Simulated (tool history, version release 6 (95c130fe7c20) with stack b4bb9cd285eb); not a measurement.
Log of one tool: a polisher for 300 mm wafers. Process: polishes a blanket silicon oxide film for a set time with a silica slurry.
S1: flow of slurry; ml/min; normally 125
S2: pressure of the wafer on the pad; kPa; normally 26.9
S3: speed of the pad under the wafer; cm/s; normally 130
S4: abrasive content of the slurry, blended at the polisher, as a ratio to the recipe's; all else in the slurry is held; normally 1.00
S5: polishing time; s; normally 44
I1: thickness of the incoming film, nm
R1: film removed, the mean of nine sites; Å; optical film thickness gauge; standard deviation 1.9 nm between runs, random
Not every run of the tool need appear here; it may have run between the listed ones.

Run 1, hour 0.0: usual settings but S4 0.85; I1 926.1. Result: R1 1545 Å.
At hour 9.5: slurry blender recalibrated.
Run 2, hour 60.7: usual settings but S4 0.85; I1 914.5. Result: R1 1712 Å.
Run 3, hour 132.2: usual settings but S4 0.85; I1 895.7. Result: R1 1652 Å.
Run 4, hour 172.2: usual settings but S1 100 ml/min, S2 20.0 kPa, S4 1.15, S5 54 s; I1 912.6. Result: R1 1718 Å.
At hour 182.4: slurry nozzle cleaned.
At hour 197.8: head pressure recalibrated.
Run 5, hour 242.3: usual settings; I1 908.1. Result: R1 1575 Å.
Run 6, hour 281.6: usual settings but S5 55 s; I1 917.8. Result: R1 2030 Å.
At hour 314.7: conditioning disc replaced and pad reconditioned.
Run 7, hour 321.1: usual settings but S2 33.8 kPa, S5 51 s; I1 926.6. Result: R1 2425 Å.
Run 8, hour 393.0: usual settings but S3 166 cm/s; I1 911.3. Result: R1 2012 Å.
At hour 438.6: worn pad replaced by a new one.
Run 9, hour 440.3: usual settings but S1 140 ml/min, S4 1.20, S5 57 s; I1 918.9. Result: R1 2426 Å.
Run 10, hour 478.6: usual settings but S4 0.75, S5 58 s; I1 903.4. Result: R1 1815 Å.
Run 11, hour 529.6: usual settings but S1 165 ml/min, S3 174 cm/s, S4 0.70, S5 56 s; I1 909.4. Result: R1 2215 Å.
At hour 552.6: slurry blender recalibrated.
Run 12, hour 575.7: usual settings; I1 911.0. Result: R1 1893 Å.
At hour 630.3: slurry nozzle cleaned.
At hour 755.1: conditioning disc replaced and pad reconditioned.
Run 13, hour 755.6: usual settings but S3 112 cm/s, S4 1.10, S5 40 s; I1 916.9. Result: R1 1484 Å.
Run 14, hour 798.9: usual settings but S1 145 ml/min, S3 106 cm/s, S4 0.90, S5 59 s; I1 904.1. Result: R1 1928 Å.
Run 15, hour 868.4: usual settings but S1 165 ml/min; I1 892.0. Result: R1 1794 Å.
At hour 878.5: head pressure recalibrated.
At hour 895.7: worn pad replaced by a new one.
Run 16, hour 903.1: usual settings but S1 105 ml/min, S3 160 cm/s, S5 58 s; I1 909.0. Result: R1 2393 Å.
Run 17, hour 951.0: usual settings; I1 904.2. Result: R1 1624 Å.
At hour 1035.3: slurry blender recalibrated.
Run 18, hour 1061.6: usual settings but S1 150 ml/min, S3 86 cm/s, S4 0.90; I1 905.3. Result: R1 1302 Å.
At hour 1080.3: slurry nozzle cleaned.
Run 19, hour 1107.0: usual settings but S2 22.1 kPa, S3 164 cm/s, S4 0.80, S5 54 s; I1 911.1. Result: R1 1941 Å.
Run 20, hour 1132.3: usual settings but S1 150 ml/min; I1 913.2. Result: R1 1886 Å.
Run 21, hour 1163.1: usual settings but S2 31.0 kPa, S4 0.85; I1 899.0. Result: R1 1905 Å.
At hour 1167.3: conditioning disc replaced and pad reconditioned.
Run 22, hour 1211.2: usual settings but S2 35.9 kPa, S3 142 cm/s, S5 58 s; I1 899.1. Result: R1 3389 Å.
Run 23, hour 1281.6: usual settings; I1 892.6. Result: R1 1775 Å.
Run 24, hour 1329.3: usual settings but S2 17.2 kPa, S4 0.90, S5 51 s; I1 914.6. Result: R1 1240 Å.
At hour 1441.4: worn pad replaced by a new one.
Run 25, hour 1455.2: usual settings but S1 160 ml/min, S3 142 cm/s; I1 907.8. Result: R1 1921 Å.
Run 26, hour 1515.6: usual settings; I1 914.1. Result: R1 1741 Å.

Predict each of these 3 candidate next runs independently; none follows another, all start after run 26:
Run A, hour 1516.0: usual settings; I1 906.0. Result: R1 ?.
Run B, hour 1516.0: usual settings but S1 110 ml/min, S2 35.9 kPa, S4 1.15; I1 906.0. Result: R1 ?.
Run C, hour 1516.0: usual settings but S3 112 cm/s, S5 31 s; I1 906.0. Result: R1 ?.

run    R1
  A  1762
  B  2493
  C  1102
The same runs, with their run-to-run variation unchanged, on a tool lacking any hidden condition would have given:
run    R1
  A  1784
  B  2497
  C  1116
